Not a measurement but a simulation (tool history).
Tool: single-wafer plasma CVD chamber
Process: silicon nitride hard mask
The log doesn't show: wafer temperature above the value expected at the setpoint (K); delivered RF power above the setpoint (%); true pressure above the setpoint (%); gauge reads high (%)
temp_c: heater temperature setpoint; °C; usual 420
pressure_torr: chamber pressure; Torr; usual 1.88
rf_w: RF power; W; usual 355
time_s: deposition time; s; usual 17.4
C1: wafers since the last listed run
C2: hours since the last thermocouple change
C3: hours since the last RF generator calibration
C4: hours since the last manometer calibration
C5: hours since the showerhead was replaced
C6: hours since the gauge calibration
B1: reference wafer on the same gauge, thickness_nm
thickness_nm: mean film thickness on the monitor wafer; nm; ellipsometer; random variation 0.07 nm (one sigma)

run 1 hour=0 | temp_c=420 pressure_torr=1.88 rf_w=355 time_s=17.4 | C1=0 C2=2015.8 C3=655.9 C4=1570.3 C5=5612.4 C6=304.2 | B1=19.088 | thickness_nm=23.236
run 2 hour=42.5 | temp_c=420 pressure_torr=1.88 rf_w=355 time_s=17.4 | C1=749 C2=2058.3 C3=698.4 C4=1612.8 C5=5654.9 C6=346.7 | B1=19.089 | thickness_nm=23.242
run 3 hour=113.5 | temp_c=420 pressure_torr=1.88 rf_w=385 time_s=18.2 | C1=1251 C2=2129.3 C3=769.4 C4=1683.8 C5=5725.9 C6=417.7 | B1=19.042 | thickness_nm=25.605
run 4 hour=173.3 | temp_c=420 pressure_torr=1.88 rf_w=385 time_s=18.2 | C1=1054 C2=2189.1 C3=829.2 C4=1743.6 C5=5785.7 C6=477.5 | B1=19.027 | thickness_nm=25.662
run 5 hour=239.2 | temp_c=420 pressure_torr=1.88 rf_w=355 time_s=17.4 | C1=1161 C2=2255 C3=895.1 C4=1809.5 C5=5851.6 C6=543.4 | B1=18.993 | thickness_nm=23.238
run 6 hour=406.4 | temp_c=420 pressure_torr=1.88 rf_w=355 time_s=17.4 | C1=2948 C2=2422.2 C3=1062.3 C4=1976.7 C5=6018.8 C6=710.6 | B1=18.945 | thickness_nm=22.986
run 7 hour=440.9 | temp_c=420 pressure_torr=1.88 rf_w=355 time_s=17.4 | C1=608 C2=2456.7 C3=1096.8 C4=2011.2 C5=6053.3 C6=745.1 | B1=18.934 | thickness_nm=23.107
-- hour=465.3 thermocouple changed; heater temperature recalibrated
-- hour=490.9 gauge calibrated
run 8 hour=504.3 | temp_c=420 pressure_torr=1.88 rf_w=355 time_s=17.4 | C1=976 C2=39 C3=1160.2 C4=2074.6 C5=6116.7 C6=13.4 | B1=19.582 | thickness_nm=23.845
run 9 hour=575.9 | temp_c=420 pressure_torr=1.88 rf_w=355 time_s=17.4 | C1=1262 C2=110.6 C3=1231.8 C4=2146.2 C5=6188.3 C6=85 | B1=19.458 | thickness_nm=23.693
run 10 hour=628 | temp_c=420 pressure_torr=1.88 rf_w=355 time_s=17.4 | C1=918 C2=162.7 C3=1283.9 C4=2198.3 C5=6240.4 C6=137.1 | B1=19.37 | thickness_nm=23.634
run 11 hour=682.9 | temp_c=420 pressure_torr=1.88 rf_w=355 time_s=17.4 | C1=968 C2=217.6 C3=1338.8 C4=2253.2 C5=6295.3 C6=192 | B1=19.316 | thickness_nm=23.458
-- hour=695.9 capacitance manometer re-zeroed and calibrated
run 12 hour=747.3 | temp_c=414 pressure_torr=2.13 rf_w=385 time_s=19.5 | C1=994 C2=282 C3=1403.2 C4=51.4 C5=6359.7 C6=256.4 | B1=19.241 | thickness_nm=28.499
run 13 hour=790.1 | temp_c=432 pressure_torr=2.26 rf_w=290 time_s=19.7 | C1=754 C2=324.8 C3=1446 C4=94.2 C5=6402.5 C6=299.2 | B1=19.206 | thickness_nm=23.743
run 14 hour=861.3 | temp_c=410 pressure_torr=1.88 rf_w=415 time_s=17.4 | C1=1255 C2=396 C3=1517.2 C4=165.4 C5=6473.7 C6=370.4 | B1=19.136 | thickness_nm=26.073
-- hour=878.5 RF generator calibrated
-- hour=927.2 showerhead replaced
run 15 hour=927.7 | temp_c=420 pressure_torr=1.88 rf_w=315 time_s=17.4 | C1=888 C2=462.4 C3=49.2 C4=231.8 C5=0.5 C6=436.8 | B1=19.128 | thickness_nm=21.392
run 16 hour=987.4 | temp_c=420 pressure_torr=1.88 rf_w=355 time_s=17.4 | C1=1052 C2=522.1 C3=108.9 C4=291.5 C5=60.2 C6=496.5 | B1=19.102 | thickness_nm=23.223
run 17 hour=1016.4 | temp_c=425 pressure_torr=1.74 rf_w=300 time_s=20.8 | C1=511 C2=551.1 C3=137.9 C4=320.5 C5=89.2 C6=525.5 | B1=19.075 | thickness_nm=24.451
run 18 hour=1087.1 | temp_c=420 pressure_torr=1.88 rf_w=355 time_s=17.4 | C1=1246 C2=621.8 C3=208.6 C4=391.2 C5=159.9 C6=596.2 | B1=19.055 | thickness_nm=23.3
run 19 hour=1137.6 | temp_c=420 pressure_torr=2.25 rf_w=355 time_s=16.5 | C1=890 C2=672.3 C3=259.1 C4=441.7 C5=210.4 C6=646.7 | B1=19.032 | thickness_nm=22.64
run 20 hour=1202.8 | temp_c=413 pressure_torr=2.15 rf_w=375 time_s=14.7 | C1=1149 C2=737.5 C3=324.3 C4=506.9 C5=275.6 C6=711.9 | B1=19.049 | thickness_nm=20.968
run 21 hour=1264 | temp_c=420 pressure_torr=2.21 rf_w=355 time_s=17.4 | C1=1079 C2=798.7 C3=385.5 C4=568.1 C5=336.8 C6=773.1 | B1=19.045 | thickness_nm=23.805
-- hour=1323 gauge calibrated
run 22 hour=1334.9 | temp_c=420 pressure_torr=2.07 rf_w=310 time_s=17.4 | C1=1250 C2=869.6 C3=456.4 C4=639 C5=407.7 C6=11.9 | B1=19.522 | thickness_nm=22.105
run 23 hour=1391.2 | temp_c=433 pressure_torr=2.11 rf_w=355 time_s=16.4 | C1=992 C2=925.9 C3=512.7 C4=695.3 C5=464 C6=68.2 | B1=19.422 | thickness_nm=22.726

3 ways to go on from here, each from the tool as it stands after run 23. What would each give?
run A hour=1391.6 | temp_c=420 pressure_torr=1.88 rf_w=355 time_s=14.7 | C1=7 C2=926.3 C3=513.1 C4=695.7 C5=464.4 C6=68.6 | B1=? | thickness_nm=?
run B hour=1391.6 | temp_c=427 pressure_torr=1.88 rf_w=300 time_s=17.4 | C1=7 C2=926.3 C3=513.1 C4=695.7 C5=464.4 C6=68.6 | B1=? | thickness_nm=?
run C hour=1391.6 | temp_c=413 pressure_torr=2.11 rf_w=380 time_s=17.4 | C1=7 C2=926.3 C3=513.1 C4=695.7 C5=464.4 C6=68.6 | B1=? | thickness_nm=?

run=A B1=19.409 thickness_nm=19.976
run=B B1=19.409 thickness_nm=20.951
run=C B1=19.409 thickness_nm=25.333
Without the tool's hidden state the same runs would have given:
run=A thickness_nm=20.164
run=B thickness_nm=21.148
run=C thickness_nm=25.571

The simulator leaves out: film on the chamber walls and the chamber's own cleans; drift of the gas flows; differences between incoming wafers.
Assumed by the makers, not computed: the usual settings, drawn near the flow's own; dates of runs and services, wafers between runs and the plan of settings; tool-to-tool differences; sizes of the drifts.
